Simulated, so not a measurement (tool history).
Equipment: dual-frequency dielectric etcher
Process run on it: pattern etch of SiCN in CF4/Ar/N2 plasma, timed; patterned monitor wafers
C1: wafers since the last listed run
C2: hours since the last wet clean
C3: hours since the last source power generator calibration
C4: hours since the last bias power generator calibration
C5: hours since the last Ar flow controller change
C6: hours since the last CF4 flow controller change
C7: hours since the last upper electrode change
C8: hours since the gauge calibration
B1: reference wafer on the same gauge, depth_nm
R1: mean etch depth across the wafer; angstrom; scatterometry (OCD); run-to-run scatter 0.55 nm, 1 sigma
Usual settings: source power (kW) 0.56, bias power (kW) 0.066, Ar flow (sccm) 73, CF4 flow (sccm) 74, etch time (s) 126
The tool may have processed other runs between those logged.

{"run": 1, "hour": 0.0, "source power (kW)": 0.67, "bias power (kW)": 0.066, "Ar flow (sccm)": 80, "CF4 flow (sccm)": 74, "etch time (s)": 126, "C1": 0, "C2": 220.8, "C3": 4807.5, "C4": 3944.2, "C5": 2462.1, "C6": 4664.5, "C7": 4817.6, "C8": 738.4, "B1": 152.9, "R1": 1668}
{"run": 2, "hour": 26.2, "source power (kW)": 0.56, "bias power (kW)": 0.066, "Ar flow (sccm)": 73, "CF4 flow (sccm)": 74, "etch time (s)": 126, "C1": 311, "C2": 247, "C3": 4833.7, "C4": 3970.4, "C5": 2488.3, "C6": 4690.7, "C7": 4843.8, "C8": 764.6, "B1": 152.9, "R1": 1481}
{"hour": 70.3, "done": "gauge calibrated"}
{"run": 3, "hour": 99.8, "source power (kW)": 0.56, "bias power (kW)": 0.066, "Ar flow (sccm)": 73, "CF4 flow (sccm)": 74, "etch time (s)": 126, "C1": 875, "C2": 320.6, "C3": 4907.3, "C4": 4044, "C5": 2561.9, "C6": 4764.3, "C7": 4917.4, "C8": 29.5, "B1": 153.1, "R1": 1487}
{"run": 4, "hour": 124.0, "source power (kW)": 0.64, "bias power (kW)": 0.066, "Ar flow (sccm)": 73, "CF4 flow (sccm)": 74, "etch time (s)": 126, "C1": 287, "C2": 344.8, "C3": 4931.5, "C4": 4068.2, "C5": 2586.1, "C6": 4788.5, "C7": 4941.6, "C8": 53.7, "B1": 152.9, "R1": 1650}
{"run": 5, "hour": 154.3, "source power (kW)": 0.56, "bias power (kW)": 0.066, "Ar flow (sccm)": 73, "CF4 flow (sccm)": 74, "etch time (s)": 126, "C1": 360, "C2": 375.1, "C3": 4961.8, "C4": 4098.5, "C5": 2616.4, "C6": 4818.8, "C7": 4971.9, "C8": 84, "B1": 153.1, "R1": 1497}
{"run": 6, "hour": 170.8, "source power (kW)": 0.56, "bias power (kW)": 0.066, "Ar flow (sccm)": 73, "CF4 flow (sccm)": 74, "etch time (s)": 126, "C1": 196, "C2": 391.6, "C3": 4978.3, "C4": 4115, "C5": 2632.9, "C6": 4835.3, "C7": 4988.4, "C8": 100.5, "B1": 153, "R1": 1501}
{"hour": 205.5, "done": "Ar flow controller replaced"}
{"run": 7, "hour": 222.8, "source power (kW)": 0.56, "bias power (kW)": 0.066, "Ar flow (sccm)": 73, "CF4 flow (sccm)": 74, "etch time (s)": 141, "C1": 547, "C2": 443.6, "C3": 5030.3, "C4": 4167, "C5": 17.3, "C6": 4887.3, "C7": 5040.4, "C8": 152.5, "B1": 153, "R1": 1686}
{"hour": 246.0, "done": "bias power generator calibrated"}
{"hour": 251.7, "done": "wet clean of the chamber"}
{"run": 8, "hour": 253.7, "source power (kW)": 0.56, "bias power (kW)": 0.066, "Ar flow (sccm)": 73, "CF4 flow (sccm)": 74, "etch time (s)": 126, "C1": 252, "C2": 2, "C3": 5061.2, "C4": 7.7, "C5": 48.2, "C6": 4918.2, "C7": 5071.3, "C8": 183.4, "B1": 152.7, "R1": 1417}
{"run": 9, "hour": 266.7, "source power (kW)": 0.56, "bias power (kW)": 0.066, "Ar flow (sccm)": 56, "CF4 flow (sccm)": 82, "etch time (s)": 126, "C1": 154, "C2": 15, "C3": 5074.2, "C4": 20.7, "C5": 61.2, "C6": 4931.2, "C7": 5084.3, "C8": 196.4, "B1": 153, "R1": 1490}
{"hour": 295.9, "done": "CF4 flow controller replaced"}
{"hour": 297.8, "done": "upper electrode replaced, of another model than before"}
{"run": 10, "hour": 298.3, "source power (kW)": 0.69, "bias power (kW)": 0.073, "Ar flow (sccm)": 73, "CF4 flow (sccm)": 79, "etch time (s)": 140.5, "C1": 281, "C2": 46.6, "C3": 5105.8, "C4": 52.3, "C5": 92.8, "C6": 2.4, "C7": 0.5, "C8": 228, "B1": 153.1, "R1": 2209}
{"run": 11, "hour": 310.8, "source power (kW)": 0.64, "bias power (kW)": 0.066, "Ar flow (sccm)": 73, "CF4 flow (sccm)": 92, "etch time (s)": 126, "C1": 148, "C2": 59.1, "C3": 5118.3, "C4": 64.8, "C5": 105.3, "C6": 14.9, "C7": 13, "C8": 240.5, "B1": 153, "R1": 1715}
{"run": 12, "hour": 335.3, "source power (kW)": 0.46, "bias power (kW)": 0.066, "Ar flow (sccm)": 79, "CF4 flow (sccm)": 92, "etch time (s)": 144, "C1": 291, "C2": 83.6, "C3": 5142.8, "C4": 89.3, "C5": 129.8, "C6": 39.4, "C7": 37.5, "C8": 265, "B1": 153.2, "R1": 1296}
{"hour": 348.1, "done": "source power generator calibrated"}
{"run": 13, "hour": 348.6, "source power (kW)": 0.56, "bias power (kW)": 0.066, "Ar flow (sccm)": 73, "CF4 flow (sccm)": 74, "etch time (s)": 126, "C1": 110, "C2": 96.9, "C3": 0.5, "C4": 102.6, "C5": 143.1, "C6": 52.7, "C7": 50.8, "C8": 278.3, "B1": 153.1, "R1": 1443}
{"run": 14, "hour": 380.8, "source power (kW)": 0.56, "bias power (kW)": 0.057, "Ar flow (sccm)": 73, "CF4 flow (sccm)": 79, "etch time (s)": 153.5, "C1": 383, "C2": 129.1, "C3": 32.7, "C4": 134.8, "C5": 175.3, "C6": 84.9, "C7": 83, "C8": 310.5, "B1": 153, "R1": 1593}
{"run": 15, "hour": 407.7, "source power (kW)": 0.56, "bias power (kW)": 0.066, "Ar flow (sccm)": 73, "CF4 flow (sccm)": 74, "etch time (s)": 107.5, "C1": 319, "C2": 156, "C3": 59.6, "C4": 161.7, "C5": 202.2, "C6": 111.8, "C7": 109.9, "C8": 337.4, "B1": 153, "R1": 1244}
{"run": 16, "hour": 420.2, "source power (kW)": 0.56, "bias power (kW)": 0.066, "Ar flow (sccm)": 73, "CF4 flow (sccm)": 74, "etch time (s)": 126, "C1": 148, "C2": 168.5, "C3": 72.1, "C4": 174.2, "C5": 214.7, "C6": 124.3, "C7": 122.4, "C8": 349.9, "B1": 153.1, "R1": 1445}
{"run": 17, "hour": 441.6, "source power (kW)": 0.56, "bias power (kW)": 0.066, "Ar flow (sccm)": 73, "CF4 flow (sccm)": 67, "etch time (s)": 157, "C1": 254, "C2": 189.9, "C3": 93.5, "C4": 195.6, "C5": 236.1, "C6": 145.7, "C7": 143.8, "C8": 371.3, "B1": 152.8, "R1": 1789}
{"run": 18, "hour": 454.7, "source power (kW)": 0.56, "bias power (kW)": 0.057, "Ar flow (sccm)": 91, "CF4 flow (sccm)": 64, "etch time (s)": 89.5, "C1": 155, "C2": 203, "C3": 106.6, "C4": 208.7, "C5": 249.2, "C6": 158.8, "C7": 156.9, "C8": 384.4, "B1": 153, "R1": 879}
{"run": 19, "hour": 487.6, "source power (kW)": 0.56, "bias power (kW)": 0.072, "Ar flow (sccm)": 73, "CF4 flow (sccm)": 74, "etch time (s)": 126, "C1": 391, "C2": 235.9, "C3": 139.5, "C4": 241.6, "C5": 282.1, "C6": 191.7, "C7": 189.8, "C8": 417.3, "B1": 152.9, "R1": 1553}
{"run": 20, "hour": 506.5, "source power (kW)": 0.64, "bias power (kW)": 0.066, "Ar flow (sccm)": 73, "CF4 flow (sccm)": 92, "etch time (s)": 126, "C1": 224, "C2": 254.8, "C3": 158.4, "C4": 260.5, "C5": 301, "C6": 210.6, "C7": 208.7, "C8": 436.2, "B1": 152.9, "R1": 1756}
{"run": 21, "hour": 539.5, "source power (kW)": 0.56, "bias power (kW)": 0.066, "Ar flow (sccm)": 83, "CF4 flow (sccm)": 74, "etch time (s)": 92, "C1": 392, "C2": 287.8, "C3": 191.4, "C4": 293.5, "C5": 334, "C6": 243.6, "C7": 241.7, "C8": 469.2, "B1": 153, "R1": 1056}

Below are 4 alternative next runs, each starting from the tool's condition after run 21. Predict each:
{"run": "A", "hour": 540.0, "source power (kW)": 0.56, "bias power (kW)": 0.066, "Ar flow (sccm)": 73, "CF4 flow (sccm)": 74, "etch time (s)": 126, "C1": 5, "C2": 288.3, "C3": 191.9, "C4": 294, "C5": 334.5, "C6": 244.1, "C7": 242.2, "C8": 469.7, "B1": "?", "R1": "?"}
{"run": "B", "hour": 540.0, "source power (kW)": 0.56, "bias power (kW)": 0.066, "Ar flow (sccm)": 73, "CF4 flow (sccm)": 89, "etch time (s)": 103, "C1": 5, "C2": 288.3, "C3": 191.9, "C4": 294, "C5": 334.5, "C6": 244.1, "C7": 242.2, "C8": 469.7, "B1": "?", "R1": "?"}
{"run": "C", "hour": 540.0, "source power (kW)": 0.56, "bias power (kW)": 0.066, "Ar flow (sccm)": 57, "CF4 flow (sccm)": 92, "etch time (s)": 155, "C1": 5, "C2": 288.3, "C3": 191.9, "C4": 294, "C5": 334.5, "C6": 244.1, "C7": 242.2, "C8": 469.7, "B1": "?", "R1": "?"}
{"run": "D", "hour": 540.0, "source power (kW)": 0.46, "bias power (kW)": 0.052, "Ar flow (sccm)": 73, "CF4 flow (sccm)": 74, "etch time (s)": 126, "C1": 5, "C2": 288.3, "C3": 191.9, "C4": 294, "C5": 334.5, "C6": 244.1, "C7": 242.2, "C8": 469.7, "B1": "?", "R1": "?"}

run=A B1=152.9 R1=1474
run=B B1=152.9 R1=1227
run=C B1=152.9 R1=1899
run=D B1=152.9 R1=941
Without the tool's hidden state the same runs would have given:
run=A R1=1443
run=B R1=1202
run=C R1=1861
run=D R1=922
